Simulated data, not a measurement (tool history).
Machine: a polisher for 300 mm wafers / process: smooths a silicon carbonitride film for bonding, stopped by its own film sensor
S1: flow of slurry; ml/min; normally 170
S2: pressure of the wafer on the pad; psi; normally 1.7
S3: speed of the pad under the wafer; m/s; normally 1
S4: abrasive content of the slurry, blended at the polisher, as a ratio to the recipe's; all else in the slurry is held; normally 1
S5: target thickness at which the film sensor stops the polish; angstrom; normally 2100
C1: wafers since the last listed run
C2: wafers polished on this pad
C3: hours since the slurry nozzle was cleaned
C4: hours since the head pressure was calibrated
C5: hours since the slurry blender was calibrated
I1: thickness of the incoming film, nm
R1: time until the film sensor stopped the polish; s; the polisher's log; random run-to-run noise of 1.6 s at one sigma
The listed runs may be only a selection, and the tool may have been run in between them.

| run | hour | S1 | S2 | S3 | S4 | S5 | C1 | C2 | C3 | C4 | C5 | I1 | R1 |
|---|---|---|---|---|---|---|---|---|---|---|---|---|---|
| 1 | 0 | 170 | 1.7 | 1.12 | 1 | 2100 | 0 | 2717 | 63.3 | 187.5 | 22.2 | 228.9 | 88.8 |
|  | 42.5 | worn pad replaced by a new one |
| 2 | 94.7 | 170 | 1.7 | 1.12 | 1 | 2100 | 984 | 566 | 158 | 282.2 | 116.9 | 228 | 86.5 |
| 3 | 145.9 | 170 | 1.7 | 1.1 | 1 | 2100 | 555 | 1122 | 209.2 | 333.4 | 168.1 | 228.5 | 88.4 |
|  | 165.2 | head pressure recalibrated |
| 4 | 252.3 | 170 | 1.7 | 1 | 1 | 2100 | 1133 | 2256 | 315.6 | 87.1 | 274.5 | 233.2 | 120.2 |
| 5 | 334.8 | 170 | 1.7 | 1 | 1 | 2100 | 895 | 3151 | 398.1 | 169.6 | 357 | 229.8 | 104.3 |
|  | 357.1 | slurry blender recalibrated |
|  | 391.7 | worn pad replaced by a new one |
| 6 | 426.7 | 170 | 1.7 | 1 | 1 | 2100 | 932 | 380 | 490 | 261.5 | 69.6 | 230.8 | 106.9 |
| 7 | 498.9 | 210 | 1.7 | 1 | 1 | 2100 | 783 | 1164 | 562.2 | 333.7 | 141.8 | 226.1 | 85.4 |
|  | 514.8 | head pressure recalibrated |
| 8 | 556.2 | 170 | 2.1 | 1 | 1 | 2100 | 600 | 1764 | 619.5 | 41.4 | 199.1 | 231.4 | 100.2 |
| 9 | 655.4 | 170 | 2.1 | 1 | 1 | 2100 | 1076 | 2841 | 718.7 | 140.6 | 298.3 | 229 | 90.3 |
|  | 745.4 | slurry blender recalibrated |
| 10 | 754.6 | 170 | 2.1 | 1 | 1 | 2100 | 1055 | 3896 | 817.9 | 239.8 | 9.2 | 225.7 | 73.8 |
|  | 763.5 | worn pad replaced by a new one |
|  | 826.3 | slurry nozzle cleaned |
| 11 | 828.9 | 170 | 1.7 | 1.12 | 1 | 2100 | 752 | 698 | 2.6 | 314.1 | 83.5 | 226.9 | 79.7 |
|  | 853.9 | head pressure recalibrated |
| 12 | 893.9 | 150 | 1.7 | 1.26 | 1.15 | 2100 | 683 | 1382 | 67.6 | 40 | 148.5 | 230.4 | 79.7 |
| 13 | 998.3 | 205 | 1.7 | 1 | 1 | 2050 | 1133 | 2515 | 172 | 144.4 | 252.9 | 228.6 | 117.2 |
|  | 1059 | slurry blender recalibrated |
|  | 1112.6 | worn pad replaced by a new one |
|  | 1233 | head pressure recalibrated |
| 14 | 1266.7 | 225 | 1.3 | 1 | 0.75 | 2100 | 2826 | 1651 | 440.4 | 33.7 | 207.7 | 232.7 | 181.9 |
| 15 | 1348.5 | 170 | 1.7 | 0.9 | 1 | 2100 | 888 | 2539 | 522.2 | 115.5 | 289.5 | 229.9 | 115.2 |
|  | 1397.9 | slurry blender recalibrated |
| 16 | 1401.3 | 170 | 1.7 | 1 | 1 | 2100 | 551 | 3090 | 575 | 168.3 | 3.4 | 232.2 | 123 |
|  | 1496.1 | worn pad replaced by a new one |
| 17 | 1496.8 | 155 | 2.2 | 1 | 1.25 | 2160 | 993 | 7 | 670.5 | 263.8 | 98.9 | 227 | 43.9 |
|  | 1576.7 | head pressure recalibrated |
| 18 | 1599.9 | 170 | 1.7 | 1 | 0.75 | 2100 | 1097 | 1105 | 773.6 | 23.2 | 202 | 229 | 139.7 |
| 19 | 1650.5 | 170 | 1.7 | 1 | 1 | 2100 | 549 | 1654 | 824.2 | 73.8 | 252.6 | 228.3 | 108.2 |
| 20 | 1694.6 | 170 | 1.7 | 1 | 1 | 2100 | 478 | 2133 | 868.3 | 117.9 | 296.7 | 228.1 | 106.8 |
|  | 1744.7 | slurry nozzle cleaned |
| 21 | 1750.8 | 225 | 1.9 | 1 | 0.9 | 2140 | 599 | 2732 | 6.1 | 174.1 | 352.9 | 235.3 | 102.5 |

3 options for the next run, each taken on its own from the tool as it stands now. Forecast them:
| A | 1751.3 | 170 | 1.7 | 1 | 1 | 2070 | 5 | 2737 | 6.6 | 174.6 | 353.4 | 228 | ? |
| B | 1751.3 | 170 | 2.1 | 1 | 1 | 2170 | 5 | 2737 | 6.6 | 174.6 | 353.4 | 228 | ? |
| C | 1751.3 | 170 | 1.3 | 1.26 | 1 | 2100 | 5 | 2737 | 6.6 | 174.6 | 353.4 | 228 | ? |

| run | R1 |
|---|---|
| A | 104.9 |
| B | 46 |
| C | 92.7 |
What these runs would have given with no unlogged condition in the tool:
| run | R1 |
|---|---|
| A | 104.4 |
| B | 45.8 |
| C | 92.2 |
